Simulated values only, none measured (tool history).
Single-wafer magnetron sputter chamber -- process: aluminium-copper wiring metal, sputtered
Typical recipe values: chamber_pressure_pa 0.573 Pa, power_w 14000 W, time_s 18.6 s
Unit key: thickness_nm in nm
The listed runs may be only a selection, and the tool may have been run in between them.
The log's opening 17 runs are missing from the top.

| run | hour | chamber_pressure_pa | power_w | time_s | wafers since the last listed run | wafers on the sputter target | hours since the last manometer calibration | hours since the magnet pack was replaced | hours since the gauge calibration | read-back reference wafer on the same gauge, thickness_nm | thickness_nm |
|---|---|---|---|---|---|---|---|---|---|---|---|
| 18 | 548.7 | 0.573 | 14000 | 21.1 | 389 | 1625 | 236.5 | 279.3 | 193.8 | 513.075 | 499.421 |
| 19 | 572.6 | 0.655 | 10950 | 21.2 | 451 | 2077 | 260.4 | 303.2 | 217.7 | 512.347 | 392.761 |
| 20 | 590.7 | 0.573 | 14000 | 18.6 | 342 | 2419 | 278.5 | 321.3 | 235.8 | 512.770 | 440.695 |
| 21 | 621.7 | 0.451 | 12000 | 16.6 | 585 | 3005 | 309.5 | 352.3 | 266.8 | 513.009 | 384.661 |
| 22 | 634.7 | 0.573 | 15750 | 20.0 | 245 | 3251 | 322.5 | 365.3 | 279.8 | 513.394 | 519.620 |
|  | 659.3 | sputter target and shields replaced |
| 23 | 664.0 | 0.472 | 14000 | 18.6 | 402 | 88 | 351.8 | 394.6 | 309.1 | 512.545 | 477.223 |
| 24 | 690.3 | 0.573 | 14000 | 18.6 | 497 | 585 | 378.1 | 420.9 | 335.4 | 513.270 | 442.497 |
| 25 | 722.9 | 0.573 | 15600 | 18.6 | 616 | 1201 | 410.7 | 453.5 | 368.0 | 513.216 | 479.225 |
| 26 | 750.3 | 0.573 | 16400 | 17.1 | 517 | 1719 | 438.1 | 480.9 | 395.4 | 513.262 | 456.744 |
| 27 | 778.0 | 0.780 | 11000 | 18.6 | 523 | 2242 | 465.8 | 508.6 | 423.1 | 512.941 | 316.038 |
| 28 | 800.8 | 0.714 | 14000 | 20.7 | 430 | 2673 | 488.6 | 531.4 | 445.9 | 512.882 | 443.001 |
| 29 | 816.6 | 0.573 | 16200 | 16.7 | 298 | 2972 | 504.4 | 547.2 | 461.7 | 512.971 | 441.647 |
| 30 | 835.5 | 0.489 | 11350 | 18.6 | 357 | 3329 | 523.3 | 566.1 | 480.6 | 513.097 | 401.498 |
|  | 867.3 | sputter target and shields replaced |
| 31 | 867.8 | 0.386 | 16700 | 20.7 | 459 | 10 | 555.6 | 598.4 | 512.9 | 512.891 | 652.385 |
| 32 | 888.5 | 0.573 | 14000 | 19.6 | 391 | 401 | 576.3 | 619.1 | 533.6 | 512.671 | 464.301 |
| 33 | 905.1 | 0.573 | 14000 | 18.6 | 313 | 715 | 592.9 | 635.7 | 550.2 | 512.937 | 441.886 |
| 34 | 938.3 | 0.655 | 16950 | 20.6 | 627 | 1342 | 626.1 | 668.9 | 583.4 | 513.318 | 531.834 |
| 35 | 958.7 | 0.791 | 17300 | 16.2 | 385 | 1728 | 646.5 | 689.3 | 603.8 | 513.300 | 386.071 |
| 36 | 976.9 | 0.710 | 14000 | 18.6 | 343 | 2072 | 664.7 | 707.5 | 622.0 | 512.819 | 397.088 |

3 options for the next run, each taken on its own from the tool as it stands now. Forecast them:
| A | 977.3 | 0.573 | 14000 | 16.3 | 7 | 2079 | 665.1 | 707.9 | 622.4 | ? | ? |
| B | 977.3 | 0.642 | 12350 | 18.6 | 7 | 2079 | 665.1 | 707.9 | 622.4 | ? | ? |
| C | 977.3 | 0.573 | 14000 | 21.5 | 7 | 2079 | 665.1 | 707.9 | 622.4 | ? | ? |

| run | read-back reference wafer on the same gauge, thickness_nm | thickness_nm |
|---|---|---|
| A | 512.750 | 383.944 |
| B | 512.750 | 378.594 |
| C | 512.750 | 506.429 |
The same runs, with their run-to-run variation unchanged, on a tool lacking any hidden condition would have given:
| run | thickness_nm |
|---|---|
| A | 383.944 |
| B | 378.594 |
| C | 506.429 |

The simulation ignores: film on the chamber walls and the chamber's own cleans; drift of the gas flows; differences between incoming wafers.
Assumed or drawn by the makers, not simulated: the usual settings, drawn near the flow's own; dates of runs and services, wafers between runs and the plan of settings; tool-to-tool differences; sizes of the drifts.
